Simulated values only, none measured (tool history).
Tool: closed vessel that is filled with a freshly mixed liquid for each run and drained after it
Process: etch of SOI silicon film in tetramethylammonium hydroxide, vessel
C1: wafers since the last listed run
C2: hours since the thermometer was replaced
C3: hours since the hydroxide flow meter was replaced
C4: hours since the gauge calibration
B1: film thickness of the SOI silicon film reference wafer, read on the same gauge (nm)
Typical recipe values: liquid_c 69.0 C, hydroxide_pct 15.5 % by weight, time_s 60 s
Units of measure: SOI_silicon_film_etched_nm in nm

run 1 day=0.000 | liquid_c=74.5 hydroxide_pct=15.5 time_s=60 | C1=0 C2=1161.5 C3=250.6 C4=19.1 | B1=89.99 | SOI_silicon_film_etched_nm=520.18
run 2 day=0.404 | liquid_c=74.5 hydroxide_pct=15.5 time_s=60 | C1=1344 C2=1171.2 C3=260.3 C4=28.8 | B1=89.98 | SOI_silicon_film_etched_nm=523.81
run 3 day=1.075 | liquid_c=70.5 hydroxide_pct=15.5 time_s=60 | C1=2231 C2=1187.3 C3=276.4 C4=44.9 | B1=89.99 | SOI_silicon_film_etched_nm=414.47
run 4 day=1.471 | liquid_c=70.5 hydroxide_pct=15.5 time_s=60 | C1=1316 C2=1196.8 C3=285.9 C4=54.4 | B1=89.99 | SOI_silicon_film_etched_nm=415.59
run 5 day=2.108 | liquid_c=71.0 hydroxide_pct=15.5 time_s=60 | C1=2120 C2=1212.1 C3=301.2 C4=69.7 | B1=89.99 | SOI_silicon_film_etched_nm=429.03
run 6 day=2.775 | liquid_c=71.0 hydroxide_pct=15.5 time_s=60 | C1=2217 C2=1228.1 C3=317.2 C4=85.7 | B1=89.99 | SOI_silicon_film_etched_nm=429.85
run 7 day=3.192 | liquid_c=71.0 hydroxide_pct=15.5 time_s=60 | C1=1386 C2=1238.1 C3=327.2 C4=95.7 | B1=89.97 | SOI_silicon_film_etched_nm=431.53
run 8 day=3.675 | liquid_c=69.0 hydroxide_pct=19.0 time_s=60 | C1=1608 C2=1249.7 C3=338.8 C4=107.3 | B1=90.06 | SOI_silicon_film_etched_nm=355.25
run 9 day=4.338 | liquid_c=69.0 hydroxide_pct=19.0 time_s=60 | C1=2204 C2=1265.6 C3=354.7 C4=123.2 | B1=89.97 | SOI_silicon_film_etched_nm=354.09
-- day=4.425 thermometer replaced
run 10 day=4.621 | liquid_c=69.0 hydroxide_pct=19.0 time_s=60 | C1=804 C2=4.7 C3=361.5 C4=130.0 | B1=89.99 | SOI_silicon_film_etched_nm=314.50
run 11 day=4.962 | liquid_c=75.0 hydroxide_pct=15.5 time_s=60 | C1=1136 C2=12.9 C3=369.7 C4=138.2 | B1=90.02 | SOI_silicon_film_etched_nm=478.31
run 12 day=5.250 | liquid_c=75.0 hydroxide_pct=15.5 time_s=60 | C1=956 C2=19.8 C3=376.6 C4=145.1 | B1=90.02 | SOI_silicon_film_etched_nm=481.02
run 13 day=5.642 | liquid_c=72.5 hydroxide_pct=17.0 time_s=60 | C1=1303 C2=29.2 C3=386.0 C4=154.5 | B1=90.02 | SOI_silicon_film_etched_nm=403.99
run 14 day=5.967 | liquid_c=69.0 hydroxide_pct=15.5 time_s=35 | C1=1081 C2=37.0 C3=393.8 C4=162.3 | B1=89.96 | SOI_silicon_film_etched_nm=198.20
run 15 day=6.508 | liquid_c=71.5 hydroxide_pct=18.0 time_s=75 | C1=1802 C2=50.0 C3=406.8 C4=175.3 | B1=90.00 | SOI_silicon_film_etched_nm=466.36
-- day=6.571 hydroxide flow meter replaced
run 16 day=7.042 | liquid_c=69.0 hydroxide_pct=15.5 time_s=60 | C1=1635 C2=62.8 C3=11.3 C4=188.1 | B1=90.01 | SOI_silicon_film_etched_nm=339.56
run 17 day=7.517 | liquid_c=74.5 hydroxide_pct=15.5 time_s=60 | C1=1580 C2=74.2 C3=22.7 C4=199.5 | B1=90.02 | SOI_silicon_film_etched_nm=469.36
run 18 day=8.162 | liquid_c=62.5 hydroxide_pct=15.5 time_s=60 | C1=2148 C2=89.7 C3=38.2 C4=215.0 | B1=90.03 | SOI_silicon_film_etched_nm=231.20
-- day=8.412 gauge calibrated
run 19 day=8.438 | liquid_c=61.0 hydroxide_pct=11.0 time_s=60 | C1=914 C2=96.3 C3=44.8 C4=0.6 | B1=90.04 | SOI_silicon_film_etched_nm=245.71
run 20 day=8.696 | liquid_c=76.5 hydroxide_pct=15.5 time_s=60 | C1=859 C2=102.5 C3=51.0 C4=6.8 | B1=90.02 | SOI_silicon_film_etched_nm=525.14
run 21 day=9.233 | liquid_c=65.0 hydroxide_pct=17.0 time_s=75 | C1=1788 C2=115.4 C3=63.9 C4=19.7 | B1=90.01 | SOI_silicon_film_etched_nm=325.93
run 22 day=9.588 | liquid_c=74.0 hydroxide_pct=18.5 time_s=75 | C1=1178 C2=123.9 C3=72.4 C4=28.2 | B1=90.07 | SOI_silicon_film_etched_nm=534.10
run 23 day=9.946 | liquid_c=69.0 hydroxide_pct=15.5 time_s=60 | C1=1192 C2=132.5 C3=81.0 C4=36.8 | B1=90.03 | SOI_silicon_film_etched_nm=344.15
run 24 day=10.617 | liquid_c=69.0 hydroxide_pct=18.5 time_s=60 | C1=2231 C2=148.6 C3=97.1 C4=52.9 | B1=90.03 | SOI_silicon_film_etched_nm=321.71
run 25 day=10.917 | liquid_c=62.5 hydroxide_pct=13.0 time_s=95 | C1=998 C2=155.8 C3=104.3 C4=60.1 | B1=89.94 | SOI_silicon_film_etched_nm=399.46
run 26 day=11.312 | liquid_c=72.0 hydroxide_pct=17.0 time_s=35 | C1=1316 C2=165.3 C3=113.8 C4=69.6 | B1=90.02 | SOI_silicon_film_etched_nm=232.78
run 27 day=11.642 | liquid_c=69.0 hydroxide_pct=15.5 time_s=60 | C1=1095 C2=173.2 C3=121.7 C4=77.5 | B1=89.95 | SOI_silicon_film_etched_nm=345.62

Hidden state or all else? Some run-to-run changes of SOI_silicon_film_etched_nm, split into what the settings, what came in and random variation would give without the hidden state, and what is left for the hidden state (with any gauge scatter that isn't in both results):
What the log doesn't record here: liquid hotter than its thermometer reads (K); hydroxide flow above the setpoint (%); gauge reads high (%).
Run 2 -> 3: liquid_c 74.5 -> 70.5. SOI_silicon_film_etched_nm -109.34 nm: hidden state -10.85, all else -98.49.
Run 9 -> 10: thermometer replaced. SOI_silicon_film_etched_nm -39.59 nm: hidden state -42.10, all else +2.51.
Run 14 -> 15: liquid_c 69.0 -> 71.5, hydroxide_pct 15.5 -> 18.0, time_s 35 -> 75. SOI_silicon_film_etched_nm +268.16 nm: hidden state +3.45, all else +264.71.
Run 19 -> 20: liquid_c 61.0 -> 76.5, hydroxide_pct 11.0 -> 15.5. SOI_silicon_film_etched_nm +279.43 nm: hidden state +4.45, all else +274.98.
